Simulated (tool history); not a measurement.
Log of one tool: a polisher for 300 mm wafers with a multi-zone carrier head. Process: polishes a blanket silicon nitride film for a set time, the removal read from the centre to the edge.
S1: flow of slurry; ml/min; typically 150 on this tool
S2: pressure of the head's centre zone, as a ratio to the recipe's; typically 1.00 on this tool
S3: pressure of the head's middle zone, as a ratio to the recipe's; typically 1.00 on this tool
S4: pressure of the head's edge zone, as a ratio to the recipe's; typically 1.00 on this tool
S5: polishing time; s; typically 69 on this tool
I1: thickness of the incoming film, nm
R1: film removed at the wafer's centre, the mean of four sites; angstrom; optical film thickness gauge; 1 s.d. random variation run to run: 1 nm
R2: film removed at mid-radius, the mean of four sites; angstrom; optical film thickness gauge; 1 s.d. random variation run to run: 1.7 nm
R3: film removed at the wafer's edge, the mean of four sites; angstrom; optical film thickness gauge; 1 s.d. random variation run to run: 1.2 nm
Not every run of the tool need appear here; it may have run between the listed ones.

run     day   S1    S2    S3    S4  S5     I1    R1    R2    R3
  1   0.000  150  1.00  1.00  1.00  69  524.9  1386  1401  1407
  2   0.321  150  0.91  1.00  1.00  47  520.2   849   947   960
  3   2.292  180  1.00  1.00  1.00  61  527.8  1285  1294  1293
  4   2.812  150  1.00  1.00  1.00  48  509.8   961   980   975
  5   3.033  150  1.00  1.00  1.00  48  519.5   958   960   972
  6   4.058  175  0.89  0.95  0.93  69  521.3  1337  1459  1476
  7   4.800  125  1.09  1.00  0.88  93  523.5  2042  1868  1777
  8   5.167  180  1.00  1.09  1.00  69  523.6  1501  1644  1476
  9   5.475  150  0.89  1.00  1.00  69  516.7  1292  1445  1437
 10   6.404  150  1.00  1.00  1.00  69  517.1  1450  1427  1432
 11   6.942  150  1.00  1.00  1.00  69  525.0  1432  1428  1427
 12   7.596  150  1.07  1.00  0.89  69  516.6  1515  1430  1341
 13   8.292  150  1.00  1.00  1.00  69  514.7  1478  1492  1477
 14   8.783  150  1.00  1.00  1.11  69  520.3  1468  1449  1552
 15   9.188  150  1.00  1.00  1.00  75  530.4  1600  1646  1585
 16   9.729  185  0.93  1.00  1.00  69  519.4  1429  1557  1516
 17  11.375  150  1.04  1.08  0.90  87  510.5  1930  1987  1720
 18  12.000  165  1.10  1.04  1.00  69  526.9  1625  1526  1460
 19  12.321  175  1.04  1.08  1.00  69  512.3  1552  1554  1455
 20  12.908  150  1.12  1.00  1.00  47  529.3  1090   956   968
 21  13.217  150  1.00  1.04  1.00  69  515.6  1416  1480  1394
 22  13.908  150  1.06  1.00  1.00  69  520.4  1553  1495  1470
 23  14.258  130  1.08  0.92  1.00  69  521.6  1494  1346  1421

Between the runs listed above, the log contained 7 entries, not reproduced here. Where in the sequence does each belong, and how does what the log doesn't record of the tool's condition differ from the listed run before to the listed run after?
After run 2, before run 3: worn pad replaced by a new one (day 2.271)
  removal rate lost through wear of the pad, %: 2.2 -> 0.541; slurry flow missing at the pad, %: 17.9 -> 21.1
  what was measured, less what the result would be without the hidden state, R1: -66 -> -78 angstrom; R2: -67 -> -70 angstrom; R3: -55 -> -52 angstrom
After run 3, before run 4: carrier head's membrane replaced by a new one (day 2.792)
  removal rate lost through wear of the pad, %: 0.541 -> 0.583; slurry flow missing at the pad, %: 21.1 -> 22
  what was measured, less what the result would be without the hidden state, R1: -78 -> -74 angstrom; R2: -70 -> -67 angstrom; R3: -52 -> -48 angstrom
After run 5, before run 6: slurry nozzle cleaned (day 3.321)
  removal rate lost through wear of the pad, %: 0.624 -> 0.997; slurry flow missing at the pad, %: 22.4 -> 0.142
  what was measured, less what the result would be without the hidden state, R1: -76 -> -14 angstrom; R2: -67 -> -15 angstrom; R3: -49 -> -15 angstrom
After run 7, before run 8: edge zone pressure recalibrated (day 5.092)
  removal rate lost through wear of the pad, %: 1.45 -> 1.74; slurry flow missing at the pad, %: 0.201 -> 0.244
  what was measured, less what the result would be without the hidden state, R1: -32 -> -27 angstrom; R2: -29 -> -30 angstrom; R3: -26 -> -26 angstrom
After run 9, before run 10: centre zone pressure recalibrated (day 5.962)
  removal rate lost through wear of the pad, %: 2.01 -> 2.98; slurry flow missing at the pad, %: 0.288 -> 0.462
  what was measured, less what the result would be without the hidden state, R1: -28 -> -46 angstrom; R2: -31 -> -45 angstrom; R3: -30 -> -45 angstrom
After run 12, before run 13: worn pad replaced by a new one (day 8.188)
  removal rate lost through wear of the pad, %: 4.59 -> 0.444; slurry flow missing at the pad, %: 0.775 -> 1
  what was measured, less what the result would be without the hidden state, R1: -76 -> -10 angstrom; R2: -71 -> -10 angstrom; R3: -66 -> -9 angstrom
After run 21, before run 22: worn pad replaced by a new one (day 13.504)
  removal rate lost through wear of the pad, %: 4.06 -> 0.686; slurry flow missing at the pad, %: 3.62 -> 4.12
  what was measured, less what the result would be without the hidden state, R1: -74 -> -27 angstrom; R2: -75 -> -24 angstrom; R3: -67 -> -19 angstrom

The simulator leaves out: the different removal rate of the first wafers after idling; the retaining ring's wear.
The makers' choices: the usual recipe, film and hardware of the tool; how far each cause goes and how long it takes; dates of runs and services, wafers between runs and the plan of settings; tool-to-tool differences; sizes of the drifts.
